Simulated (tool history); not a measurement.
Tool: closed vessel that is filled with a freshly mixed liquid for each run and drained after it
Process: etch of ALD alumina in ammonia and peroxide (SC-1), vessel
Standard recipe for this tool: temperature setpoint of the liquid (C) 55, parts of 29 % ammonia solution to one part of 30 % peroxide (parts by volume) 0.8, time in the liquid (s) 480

run,day,temperature setpoint of the liquid (C),parts of 29 % ammonia solution to one part of 30 % peroxide (parts by volume),time in the liquid (s),"read-back film thickness of the ALD alumina reference wafer, read on the same gauge (nm)",thickness taken off the ALD alumina on a monitor wafer (angstrom)
1,0,55,0.8,480,110.01,212.1
2,2.512,55,0.55,480,109.99,206.1
# day 4.758: thermometer replaced
3,10.104,49,1.05,480,110,157.3
# day 10.625: new drum of ammonia solution connected
4,11.467,49,1.05,480,110,159.6
5,14.042,48,0.8,480,110.01,147.3
# day 14.538: gauge calibrated
6,16.679,55,1.2,665,110.01,308.4
7,18.988,59,0.55,390,110,207.3
8,20.238,62,0.95,685,110,447.9
9,22.629,64,0.8,480,110,339.6
10,24.946,51.5,1.15,480,109.99,183.4
11,27.446,60.5,0.55,355,110,203.5
12,29.838,58,0.8,480,110,250.6
13,31.821,60.5,0.8,650,110.01,386
14,33.538,45,0.8,480,109.99,123.3
# day 36.317: new drum of ammonia solution connected
15,36.338,55,0.8,480,110,216.1
16,39.196,45,0.8,480,110.01,124.4
17,40.792,50,0.8,480,110.01,164.3
18,43.125,45,0.65,345,110,87.9
19,45.012,55,0.8,480,110,215.3
# day 47.954: ammonia flow meter replaced
20,50.95,55,1,685,110,310.3
21,53.925,55,0.8,325,109.98,143.9
22,56.346,51.5,0.8,480,110,176.2
23,58.579,64.5,0.8,605,109.99,435
24,60.729,55,0.8,480,110,213.6
# day 61.338: new drum of ammonia solution connected
25,62.492,55,0.8,480,110.01,214.7
26,65.292,52.5,0.5,480,110,179.1
27,67.158,55,0.8,480,110,215.1
28,73.946,46,0.65,265,109.99,70.9
29,76.175,55,0.8,480,110,214

What if the next run were any one of these 4? Each begins from the tool's condition after run 29:
A,76.208,55,0.8,480,?,?
B,76.208,55,1,480,?,?
C,76.208,47.5,0.65,610,?,?
D,76.208,55,1.1,345,?,?

run,"read-back film thickness of the ALD alumina reference wafer, read on the same gauge (nm)",thickness taken off the ALD alumina on a monitor wafer (angstrom)
A,109.99,215
B,109.99,219.6
C,109.99,178
D,109.99,159.3
Without the tool's unlogged condition, the same runs would have read:
run,thickness taken off the ALD alumina on a monitor wafer (angstrom)
A,215.4
B,220
C,178.3
D,159.6
